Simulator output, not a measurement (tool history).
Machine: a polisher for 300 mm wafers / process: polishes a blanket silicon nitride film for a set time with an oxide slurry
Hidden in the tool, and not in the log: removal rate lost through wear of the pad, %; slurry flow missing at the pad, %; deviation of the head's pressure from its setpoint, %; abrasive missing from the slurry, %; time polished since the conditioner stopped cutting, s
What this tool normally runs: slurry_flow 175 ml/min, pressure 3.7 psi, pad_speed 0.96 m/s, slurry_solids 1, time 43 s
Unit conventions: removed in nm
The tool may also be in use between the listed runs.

| run | day | slurry_flow | pressure | pad_speed | slurry_solids | time | wafers since the last listed run | wafers polished on this pad | hours since the slurry nozzle was cleaned | hours since the head pressure was calibrated | hours since the slurry blender was calibrated | hours since the conditioning disc was replaced | incoming thickness of the incoming film, nm | removed |
|---|---|---|---|---|---|---|---|---|---|---|---|---|---|---|
| 1 | 0 | 175 | 3.7 | 0.96 | 1 | 43 | 0 | 2610 | 267.8 | 50.1 | 479.8 | 552.7 | 526.9 | 25.9 |
|  | 1.338 | conditioning disc replaced and pad reconditioned |
| 2 | 1.729 | 175 | 3.7 | 0.78 | 1 | 43 | 247 | 2858 | 309.3 | 91.6 | 521.3 | 9.4 | 533.4 | 21.4 |
|  | 2.504 | slurry blender recalibrated |
| 3 | 4.129 | 175 | 3.7 | 0.78 | 1 | 43 | 348 | 3206 | 366.9 | 149.2 | 39 | 67 | 533.7 | 21.5 |
|  | 5.238 | worn pad replaced by a new one |
| 4 | 6.467 | 175 | 3.7 | 0.96 | 1 | 43 | 326 | 184 | 423 | 205.3 | 95.1 | 123.1 | 536.7 | 24.9 |
| 5 | 8.533 | 175 | 3.7 | 0.96 | 1 | 43 | 310 | 495 | 472.6 | 254.9 | 144.7 | 172.7 | 531.1 | 24.5 |
|  | 9.621 | slurry nozzle cleaned |
| 6 | 9.638 | 175 | 3.7 | 0.96 | 1 | 36 | 159 | 654 | 0.4 | 281.4 | 171.2 | 199.2 | 523.1 | 20.8 |
| 7 | 12.433 | 230 | 3.7 | 1.26 | 0.9 | 38 | 420 | 1075 | 67.5 | 348.5 | 238.3 | 266.3 | 536.3 | 25.6 |
| 8 | 15.35 | 175 | 3.7 | 0.96 | 1 | 43 | 438 | 1513 | 137.5 | 418.5 | 308.3 | 336.3 | 534.1 | 24.4 |
| 9 | 17.717 | 175 | 3.7 | 1.16 | 0.9 | 43 | 355 | 1869 | 194.3 | 475.3 | 365.1 | 393.1 | 531.1 | 25.7 |
|  | 18.675 | head pressure recalibrated |
|  | 19.558 | slurry blender recalibrated |
| 10 | 20.188 | 175 | 3.7 | 0.96 | 1 | 43 | 346 | 2215 | 253.6 | 36.3 | 15.1 | 452.4 | 530.7 | 24.4 |
| 11 | 22.562 | 175 | 3.7 | 0.96 | 1 | 43 | 356 | 2572 | 310.6 | 93.3 | 72.1 | 509.4 | 523.4 | 24.1 |
|  | 22.833 | conditioning disc replaced and pad reconditioned, repeated, since the last time left the tool worse |
|  | 24.908 | worn pad replaced by a new one |
| 12 | 25.108 | 175 | 3.7 | 0.96 | 1 | 43 | 345 | 30 | 371.7 | 154.4 | 133.2 | 54.6 | 532.3 | 26.9 |
|  | 26.792 | slurry nozzle cleaned |
| 13 | 27.738 | 175 | 3.7 | 0.96 | 1 | 43 | 388 | 418 | 22.7 | 217.5 | 196.3 | 117.7 | 535.6 | 26.8 |
| 14 | 29.192 | 175 | 3.3 | 0.96 | 0.75 | 43 | 218 | 637 | 57.6 | 252.4 | 231.2 | 152.6 | 525 | 20.6 |
| 15 | 32.125 | 175 | 4.1 | 1.26 | 1.2 | 43 | 440 | 1078 | 128 | 322.8 | 301.6 | 223 | 523 | 38.2 |
| 16 | 35.038 | 175 | 3.7 | 0.96 | 1 | 47 | 437 | 1516 | 197.9 | 392.7 | 371.5 | 292.9 | 522.5 | 29 |
| 17 | 36.125 | 200 | 3.7 | 0.96 | 1 | 43 | 163 | 1679 | 224 | 418.8 | 397.6 | 319 | 538.1 | 26.8 |
| 18 | 39.033 | 150 | 3.7 | 1.18 | 1 | 43 | 437 | 2116 | 293.8 | 488.6 | 467.4 | 388.8 | 531.1 | 29.7 |
|  | 39.992 | slurry blender recalibrated |
|  | 41.45 | head pressure recalibrated |
|  | 41.904 | worn pad replaced by a new one |
| 19 | 41.925 | 205 | 3.7 | 0.96 | 1 | 43 | 384 | 3 | 363.2 | 11.4 | 46.4 | 458.2 | 521.9 | 27.1 |
|  | 44.112 | slurry nozzle cleaned |
| 20 | 44.288 | 175 | 3.7 | 0.96 | 1 | 43 | 348 | 351 | 4.2 | 68.1 | 103.1 | 514.9 | 528 | 25.8 |
|  | 44.7 | conditioning disc replaced and pad reconditioned |
| 21 | 46.35 | 175 | 3.7 | 0.96 | 1 | 43 | 297 | 649 | 53.7 | 117.6 | 152.6 | 39.6 | 519.7 | 27.6 |
| 22 | 48.579 | 215 | 3.7 | 1.1 | 0.8 | 43 | 335 | 984 | 107.2 | 171.1 | 206.1 | 93.1 | 526.4 | 27.3 |
| 23 | 56.267 | 150 | 3.7 | 0.7 | 1.2 | 29 | 1155 | 2139 | 291.7 | 355.6 | 390.6 | 277.6 | 536.5 | 14.6 |
| 24 | 58.892 | 200 | 3.7 | 0.96 | 1 | 43 | 394 | 2534 | 354.7 | 418.6 | 453.6 | 340.6 | 530.8 | 26.9 |
|  | 59.192 | slurry blender recalibrated |
| 25 | 59.979 | 205 | 3.7 | 0.74 | 1 | 49 | 150 | 2685 | 380.8 | 444.7 | 18.9 | 366.7 | 541.3 | 25 |
|  | 61.167 | worn pad replaced by a new one |
|  | 61.275 | head pressure recalibrated |
| 26 | 62.683 | 175 | 2.7 | 1.06 | 0.8 | 32 | 368 | 215 | 445.7 | 33.8 | 83.8 | 431.6 | 526.4 | 14.3 |

For each entry between runs, how does the tool's hidden state at the last listed run before it compare with that at the first listed run after it?
Logged between run 1 and run 2: conditioning disc replaced and pad reconditioned (day 1.338)
  time polished since the conditioner stopped cutting, s: 73.9 -> 144
  measured result minus the result with no hidden state, removed: -1.3 -> -1.7 nm
Logged between run 2 and run 3: slurry blender recalibrated (day 2.504)
  time polished since the conditioner stopped cutting, s: 144 -> 164
  measured result minus the result with no hidden state, removed: -1.7 -> -1.9 nm
Logged between run 3 and run 4: worn pad replaced by a new one (day 5.238)
  time polished since the conditioner stopped cutting, s: 164 -> 178
  measured result minus the result with no hidden state, removed: -1.9 -> -2.8 nm
Logged between run 5 and run 6: slurry nozzle cleaned (day 9.621)
  time polished since the conditioner stopped cutting, s: 187 -> 191
  measured result minus the result with no hidden state, removed: -2.9 -> -2.6 nm
Logged between run 9 and run 10: head pressure recalibrated (day 18.675); slurry blender recalibrated (day 19.558)
  time polished since the conditioner stopped cutting, s: 207 -> 209
  measured result minus the result with no hidden state, removed: -4 -> -3.2 nm
Logged between run 11 and run 12: conditioning disc replaced and pad reconditioned, repeated, since the last time left the tool worse (day 22.833); worn pad replaced by a new one (day 24.908)
  time polished since the conditioner stopped cutting, s: 210 -> 30.8
  measured result minus the result with no hidden state, removed: -3.2 -> -0.5 nm
Logged between run 12 and run 13: slurry nozzle cleaned (day 26.792)
  time polished since the conditioner stopped cutting, s: 30.8 -> 47.2
  measured result minus the result with no hidden state, removed: -0.5 -> -0.8 nm
Logged between run 18 and run 19: slurry blender recalibrated (day 39.992); head pressure recalibrated (day 41.45); worn pad replaced by a new one (day 41.904)
  time polished since the conditioner stopped cutting, s: 77 -> 79.6
  measured result minus the result with no hidden state, removed: -1.8 -> -1.5 nm
Logged between run 19 and run 20: slurry nozzle cleaned (day 44.112)
  time polished since the conditioner stopped cutting, s: 79.6 -> 81.1
  measured result minus the result with no hidden state, removed: -1.5 -> -1.4 nm
Logged between run 20 and run 21: conditioning disc replaced and pad reconditioned (day 44.7)
  time polished since the conditioner stopped cutting, s: 81.1 -> 20
  measured result minus the result with no hidden state, removed: -1.4 -> -0.4 nm
Logged between run 24 and run 25: slurry blender recalibrated (day 59.192)
  time polished since the conditioner stopped cutting, s: 68.4 -> 69.9
  measured result minus the result with no hidden state, removed: -1.3 -> -0.9 nm
Logged between run 25 and run 26: worn pad replaced by a new one (day 61.167); head pressure recalibrated (day 61.275)
  time polished since the conditioner stopped cutting, s: 69.9 -> 72.7
  measured result minus the result with no hidden state, removed: -0.9 -> -0.6 nm

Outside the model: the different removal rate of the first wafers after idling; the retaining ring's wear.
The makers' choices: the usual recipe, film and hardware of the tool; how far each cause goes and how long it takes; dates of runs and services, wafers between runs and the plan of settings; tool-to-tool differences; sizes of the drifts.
